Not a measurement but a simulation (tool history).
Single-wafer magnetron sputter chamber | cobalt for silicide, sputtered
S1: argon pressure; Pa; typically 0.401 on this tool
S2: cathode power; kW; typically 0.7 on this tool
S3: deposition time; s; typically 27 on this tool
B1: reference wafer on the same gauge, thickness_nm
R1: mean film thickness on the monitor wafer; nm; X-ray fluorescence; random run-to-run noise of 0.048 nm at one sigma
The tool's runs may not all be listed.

run	hour	S1	S2	S3	B1	R1
1	0	0.323	0.7	27	10.378	9.596
2	11.7	0.323	0.7	27	10.373	9.607
3	24.1	0.401	0.7	27	10.386	9.457
4	40.3	0.401	0.7	27	10.351	9.43
5	57.3	0.401	0.75	27	10.378	10.063
6	68	0.401	0.75	27	10.369	10.127
7	80.4	0.401	0.75	27	10.375	10.02
# hour 89.4: magnet pack replaced
# hour 94.4: sputter target and shields replaced
8	94.9	0.401	0.8	27	10.368	10.752
9	102.5	0.401	0.8	27	10.387	10.735
10	114.3	0.401	0.7	27	10.38	9.421
11	120.7	0.401	0.7	27	10.361	9.34
12	133.5	0.401	0.7	27	10.37	9.377
13	148.6	0.401	0.7	27	10.374	9.5
# hour 156.9: gauge calibrated
14	163.9	0.401	0.7	27	10.373	9.349
15	177	0.401	0.7	23.5	10.351	8.281
16	190.2	0.401	0.7	29.4	10.366	10.297
17	206.4	0.329	0.7	29.4	10.371	10.48
18	221.2	0.401	0.7	27	10.363	9.402
# hour 229.9: capacitance manometer re-zeroed and calibrated
19	232.1	0.503	0.85	27	10.377	11.161
# hour 251.5: sputter target and shields replaced
20	252	0.476	0.55	25.2	10.363	6.767
21	260.7	0.401	0.75	30.2	10.375	11.263
22	274.8	0.401	0.7	30.7	10.367	10.736
23	283.1	0.534	0.55	27	10.381	7.117
24	293.8	0.401	0.7	27	10.364	9.437
25	307	0.338	0.85	22.6	10.36	9.751
26	314.9	0.401	0.7	27	10.377	9.468
27	324.6	0.401	0.7	27	10.37	9.471
28	342	0.528	0.6	29.5	10.366	8.567
29	349.2	0.357	0.6	27	10.362	8.18
30	366.1	0.469	0.7	23.4	10.348	8.05
31	383.2	0.401	0.7	27	10.359	9.377
# hour 391.3: sputter target and shields replaced
32	394.9	0.401	0.7	27	10.372	9.44
33	412.8	0.509	0.8	24	10.388	9.362
34	424	0.273	0.85	25.1	10.358	11.055
35	432.4	0.458	0.55	27	10.371	7.27
36	443.7	0.326	0.6	27	10.358	8.193

Forecast each of these 3 alternatives for the next run:
# hour 443.7: gauge calibrated
A	444.1	0.306	0.7	27	?	?
# hour 443.7: gauge calibrated
B	444.1	0.316	0.75	22.5	?	?
# hour 443.7: gauge calibrated
C	444.1	0.357	0.7	27	?	?

run	B1	R1
A	10.368	9.719
B	10.368	8.655
C	10.368	9.591
Without the tool's hidden state the same runs would have given:
run	R1
A	9.719
B	8.655
C	9.591

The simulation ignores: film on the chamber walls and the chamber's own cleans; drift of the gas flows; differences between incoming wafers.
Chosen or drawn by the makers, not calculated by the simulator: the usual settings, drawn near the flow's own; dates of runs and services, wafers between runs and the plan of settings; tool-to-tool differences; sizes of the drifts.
